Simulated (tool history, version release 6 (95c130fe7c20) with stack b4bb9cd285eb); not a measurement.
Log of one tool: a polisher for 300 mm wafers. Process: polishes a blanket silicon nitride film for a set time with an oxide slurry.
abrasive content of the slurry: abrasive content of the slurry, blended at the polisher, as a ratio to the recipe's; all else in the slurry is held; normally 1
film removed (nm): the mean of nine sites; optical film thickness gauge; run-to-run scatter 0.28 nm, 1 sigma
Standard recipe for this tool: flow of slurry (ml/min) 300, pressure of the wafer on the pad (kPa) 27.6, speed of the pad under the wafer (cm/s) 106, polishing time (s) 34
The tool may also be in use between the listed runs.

run    hour  flow of slurry (ml/min)  pressure of the wafer on the pad (kPa)  speed of the pad under the wafer (cm/s)  abrasive content of the slurry  polishing time (s)  incoming thickness of the incoming film, nm  film removed (nm)
  1       0                      300                                    27.6                                      106                            1.15                  34                                        610.4               21.4
       66.2  -- slurry blender recalibrated
  2    66.7                      300                                    27.6                                      106                               1                  34                                        620.8               21.3
         71  -- worn pad replaced by a new one
  3    99.6                      300                                    21.4                                      106                               1                  34                                        610.5               16.6
  4   165.4                      300                                    27.6                                      106                               1                  30                                        615.8               18.5
      190.2  -- slurry nozzle cleaned
  5   231.1                      300                                    27.6                                      106                               1                  30                                        599.9               17.7
      244.1  -- conditioning disc replaced and pad reconditioned
  6   261.7                      300                                    27.6                                      106                               1                  34                                        616.4               20.4
  7   298.7                      300                                    27.6                                      106                               1                  34                                        618.5               20.4
  8   330.1                      300                                    27.6                                      106                               1                  34                                        606.6               20.8
  9   361.4                      300                                    27.6                                      106                               1                  34                                        614.3                 20
      381.1  -- worn pad replaced by a new one
 10   417.3                      340                                    27.6                                      106                               1                  40                                        610.8               24.2
      435.2  -- slurry blender recalibrated
 11   445.7                      300                                    24.8                                       70                               1                  34                                        601.1                 15
 12   504.9                      300                                    20.7                                      106                               1                  25                                        611.3               11.7
 13   533.9                      300                                    27.6                                      106                               1                  27                                        614.6               16.8
 14   572.2                      300                                    27.6                                      136                               1                  29                                        612.2                 21
      626.4  -- conditioning disc replaced and pad reconditioned
 15   636.3                      300                                    24.8                                      106                            0.85                  34                                        617.3               17.4
      639.3  -- head pressure recalibrated
 16   693.5                      300                                      20                                      122                             0.8                  34                                        606.3                 15
 17   747.3                      300                                    27.6                                      106                               1                  34                                        607.4               20.4
      752.9  -- worn pad replaced by a new one
      793.9  -- slurry blender recalibrated
 18   813.5                      300                                    21.4                                      106                               1                  44                                        614.3               21.8
 19   870.6                      390                                    27.6                                      106                               1                  39                                        605.5               23.8
        884  -- slurry nozzle cleaned
      934.9  -- conditioning disc replaced and pad reconditioned
 20   935.2                      300                                    27.6                                      106                               1                  34                                        606.2               20.7
 21   976.4                      370                                    18.6                                      140                             1.1                  34                                        610.3               18.4
 22  1025.3                      300                                    27.6                                      106                               1                  34                                        614.7               20.3
     1063.1  -- worn pad replaced by a new one
 23  1080.5                      300                                    27.6                                      106                               1                  34                                        618.1               20.6
     1138.5  -- slurry blender recalibrated
 24  1140.5                      205                                    23.4                                       94                               1                  34                                        606.3               16.2
     1254.6  -- conditioning disc replaced and pad reconditioned
 25  1288.9                      300                                    31.7                                      106                               1                  29                                        604.3               19.7

Alternative continuations, all from the tool just after run 25; predict every row:
  A  1289.3                      300                                    27.6                                      106                               1                  34                                        608.4                  ?
  B  1289.3                      300                                    30.3                                      106                               1                  34                                        608.4                  ?
  C  1289.3                      300                                    27.6                                      106                            0.75                  45                                        608.4                  ?
  D  1289.3                      380                                    27.6                                      106                               1                  29                                        608.4                  ?

run  film removed (nm)
  A               20.5
  B               22.4
  C               23.8
  D               17.9
Without the tool's unlogged condition, the same runs would have read:
run  film removed (nm)
  A               21.6
  B               23.6
  C               25.2
  D               18.8

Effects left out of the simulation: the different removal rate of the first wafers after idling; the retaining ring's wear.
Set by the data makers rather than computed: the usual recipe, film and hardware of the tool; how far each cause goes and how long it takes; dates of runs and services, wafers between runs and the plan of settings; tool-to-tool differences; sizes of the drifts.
